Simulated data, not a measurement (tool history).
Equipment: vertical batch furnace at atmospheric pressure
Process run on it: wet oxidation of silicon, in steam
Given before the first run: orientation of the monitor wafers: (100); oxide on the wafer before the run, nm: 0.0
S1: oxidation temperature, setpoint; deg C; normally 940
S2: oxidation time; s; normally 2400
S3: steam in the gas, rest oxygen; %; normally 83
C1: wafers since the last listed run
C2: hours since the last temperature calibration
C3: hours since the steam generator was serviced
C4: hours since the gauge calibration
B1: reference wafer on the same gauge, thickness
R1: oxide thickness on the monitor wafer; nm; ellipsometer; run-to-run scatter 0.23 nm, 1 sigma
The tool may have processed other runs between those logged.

run    day   S1    S2  S3   C1      C2      C3     C4      B1      R1
  1      0  940  2400  83    0  3984.2  3161.2  100.6   169.2  150.04
  2   0.75  940  2400  83  232  4002.2  3179.2  118.6  169.11  150.01
  3  1.146  940  2400  83  122  4011.7  3188.7  128.1  168.93  150.13
  4  1.583  940  3180  83  135  4022.2  3199.2  138.6   168.9  190.28
  5   2.05  940  3180  83  144  4033.4  3210.4  149.8  168.85  190.31
     2.271  -- gauge calibrated
     3.354  -- steam generator serviced
     4.296  -- thermocouples replaced and temperature profile calibrated
  6  4.317  940  2400  83  100     0.5    23.1   49.1  169.61  150.59
  7  4.517  940  2400  83   62     5.3    27.9   53.9  169.62  150.81
  8  4.717  959  1650  83   62    10.1    32.7   58.7  169.57  135.32
  9  4.917  940  2400  79   62    14.9    37.5   63.5  169.54  143.99
 10  5.117  929  3000  92   62    19.7    42.3   68.3  169.58  176.55
 11  5.317  940  2400  83   62    24.5    47.1   73.1  169.49   150.4
 12  5.517  940  2400  83   62    29.3    51.9   77.9  169.54  150.54
 13  5.975  940  1890  89  142    40.3    62.9   88.9   169.4   129.6
 14  6.754  948  1260  80  242      59    81.6  107.6  169.23   90.47
 15  7.367  924  3120  83  190    73.7    96.3  122.3  169.21  157.81

Alternative continuations, all from the tool just after run 15; predict every row:
  A  7.571  940  2400  83  63  78.6  101.2  127.2   ?   ?
  B  7.571  947  3420  87  63  78.6  101.2  127.2   ?   ?
  C  7.571  925  2400  83  63  78.6  101.2  127.2   ?   ?

run      B1      R1
  A  169.13  149.88
  B  169.13  226.16
  C  169.13  126.43
Stripped of hidden state, with their random variation kept, the same runs would have yielded:
run      R1
  A  150.65
  B  227.31
  C  127.08

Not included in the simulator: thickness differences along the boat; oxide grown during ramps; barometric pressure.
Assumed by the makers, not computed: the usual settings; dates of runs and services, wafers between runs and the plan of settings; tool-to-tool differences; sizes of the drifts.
